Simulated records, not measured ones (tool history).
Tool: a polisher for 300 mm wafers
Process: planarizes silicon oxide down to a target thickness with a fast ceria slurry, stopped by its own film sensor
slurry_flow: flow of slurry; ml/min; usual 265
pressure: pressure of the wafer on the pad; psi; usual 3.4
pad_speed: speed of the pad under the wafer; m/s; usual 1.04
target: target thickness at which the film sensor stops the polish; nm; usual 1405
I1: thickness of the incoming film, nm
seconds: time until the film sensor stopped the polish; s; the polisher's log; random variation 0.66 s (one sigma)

run 1 day=0 | slurry_flow=265 pressure=3.4 pad_speed=1.04 target=1405 | I1=2240.2 | seconds=50.5
-- day=0.238 worn pad replaced by a new one
run 2 day=0.729 | slurry_flow=265 pressure=3.4 pad_speed=1.04 target=1405 | I1=2210.8 | seconds=49.6
run 3 day=1.221 | slurry_flow=265 pressure=3.4 pad_speed=1.04 target=1405 | I1=2194.5 | seconds=47.9
run 4 day=1.575 | slurry_flow=265 pressure=3.4 pad_speed=1.32 target=1405 | I1=2237.4 | seconds=39
run 5 day=2.267 | slurry_flow=265 pressure=3.4 pad_speed=1.04 target=1405 | I1=2223.2 | seconds=49
run 6 day=2.946 | slurry_flow=265 pressure=3.4 pad_speed=1.04 target=1405 | I1=2182.6 | seconds=46.2
run 7 day=3.654 | slurry_flow=265 pressure=3.4 pad_speed=1.04 target=1405 | I1=2249.3 | seconds=50.9
run 8 day=4.175 | slurry_flow=265 pressure=3.4 pad_speed=1.04 target=1405 | I1=2215.7 | seconds=49.4
-- day=4.896 worn pad replaced by a new one
run 9 day=4.917 | slurry_flow=265 pressure=3.4 pad_speed=1.04 target=1405 | I1=2271.3 | seconds=53
run 10 day=5.229 | slurry_flow=265 pressure=3.4 pad_speed=1.04 target=1405 | I1=2235.7 | seconds=50.5
run 11 day=5.608 | slurry_flow=265 pressure=3.4 pad_speed=1.04 target=1405 | I1=2238.9 | seconds=50.2
run 12 day=6.067 | slurry_flow=265 pressure=3.4 pad_speed=1.04 target=1405 | I1=2222.6 | seconds=48.9
run 13 day=6.5 | slurry_flow=265 pressure=3.4 pad_speed=1.04 target=1405 | I1=2210.2 | seconds=49
run 14 day=6.871 | slurry_flow=265 pressure=3.4 pad_speed=1.04 target=1405 | I1=2223 | seconds=49
run 15 day=7.408 | slurry_flow=265 pressure=3.4 pad_speed=1.04 target=1405 | I1=2226.1 | seconds=49.4
run 16 day=7.696 | slurry_flow=265 pressure=3.4 pad_speed=1.04 target=1405 | I1=2217.7 | seconds=47.8
run 17 day=8.358 | slurry_flow=265 pressure=3.4 pad_speed=1.04 target=1405 | I1=2232.5 | seconds=49.7
run 18 day=8.867 | slurry_flow=265 pressure=3.4 pad_speed=1.04 target=1405 | I1=2193.9 | seconds=47.4
run 19 day=9.471 | slurry_flow=265 pressure=3.4 pad_speed=1.34 target=1405 | I1=2231.1 | seconds=38.4
-- day=9.788 worn pad replaced by a new one
run 20 day=9.808 | slurry_flow=265 pressure=2.3 pad_speed=0.72 target=1405 | I1=2228.8 | seconds=107.7
run 21 day=10.075 | slurry_flow=265 pressure=3.4 pad_speed=0.76 target=1405 | I1=2232.8 | seconds=67.2
run 22 day=10.358 | slurry_flow=265 pressure=3.4 pad_speed=1.04 target=1405 | I1=2247.3 | seconds=50.6
run 23 day=10.988 | slurry_flow=265 pressure=3.7 pad_speed=1.04 target=1129 | I1=2265.7 | seconds=63.1
run 24 day=11.575 | slurry_flow=290 pressure=2.2 pad_speed=1.04 target=1405 | I1=2258.1 | seconds=78.2
run 25 day=12.054 | slurry_flow=265 pressure=3.4 pad_speed=1.04 target=1405 | I1=2217.9 | seconds=50.2
-- day=12.442 slurry nozzle cleaned
run 26 day=12.683 | slurry_flow=265 pressure=3.4 pad_speed=1.04 target=1405 | I1=2247.7 | seconds=50.9
-- day=13.188 head pressure recalibrated
run 27 day=13.208 | slurry_flow=265 pressure=3.4 pad_speed=1.04 target=1405 | I1=2247.4 | seconds=51.7
run 28 day=13.921 | slurry_flow=295 pressure=2.4 pad_speed=0.94 target=1631 | I1=2223.1 | seconds=54.8
-- day=14.112 worn pad replaced by a new one
run 29 day=14.608 | slurry_flow=195 pressure=3.4 pad_speed=1.04 target=1582 | I1=2239.2 | seconds=41.5
run 30 day=14.975 | slurry_flow=265 pressure=3.4 pad_speed=1.04 target=1176 | I1=2269.8 | seconds=66.2
run 31 day=15.425 | slurry_flow=265 pressure=3.4 pad_speed=1.14 target=1405 | I1=2245.4 | seconds=46.3
run 32 day=16.15 | slurry_flow=265 pressure=3.4 pad_speed=1.28 target=1548 | I1=2241.7 | seconds=33.8
run 33 day=16.758 | slurry_flow=210 pressure=3.4 pad_speed=1.04 target=1405 | I1=2222.4 | seconds=51.7
run 34 day=17.254 | slurry_flow=265 pressure=3.4 pad_speed=1.04 target=1405 | I1=2203.1 | seconds=49.1
run 35 day=17.558 | slurry_flow=265 pressure=4.6 pad_speed=1.18 target=1405 | I1=2191.3 | seconds=31.2
run 36 day=17.967 | slurry_flow=220 pressure=3.1 pad_speed=1.3 target=1287 | I1=2247.3 | seconds=51.9
-- day=18.15 worn pad replaced by a new one
run 37 day=18.429 | slurry_flow=265 pressure=3.4 pad_speed=1.04 target=1479 | I1=2240.5 | seconds=46.7
run 38 day=20.229 | slurry_flow=340 pressure=2.4 pad_speed=0.72 target=1405 | I1=2191.7 | seconds=95.9

3 ways to go on from here, each from the tool as it stands after run 38. What would each give?
run A day=20.246 | slurry_flow=180 pressure=3.4 pad_speed=1.04 target=1405 | I1=2224.1 | seconds=?
run B day=20.246 | slurry_flow=360 pressure=2.7 pad_speed=0.72 target=1533 | I1=2224.1 | seconds=?
run C day=20.246 | slurry_flow=265 pressure=3.4 pad_speed=0.8 target=1405 | I1=2224.1 | seconds=?

run=A seconds=51.8
run=B seconds=73.9
run=C seconds=64.3
Without the tool's hidden state the same runs would have given:
run=A seconds=51.8
run=B seconds=73.9
run=C seconds=64.3
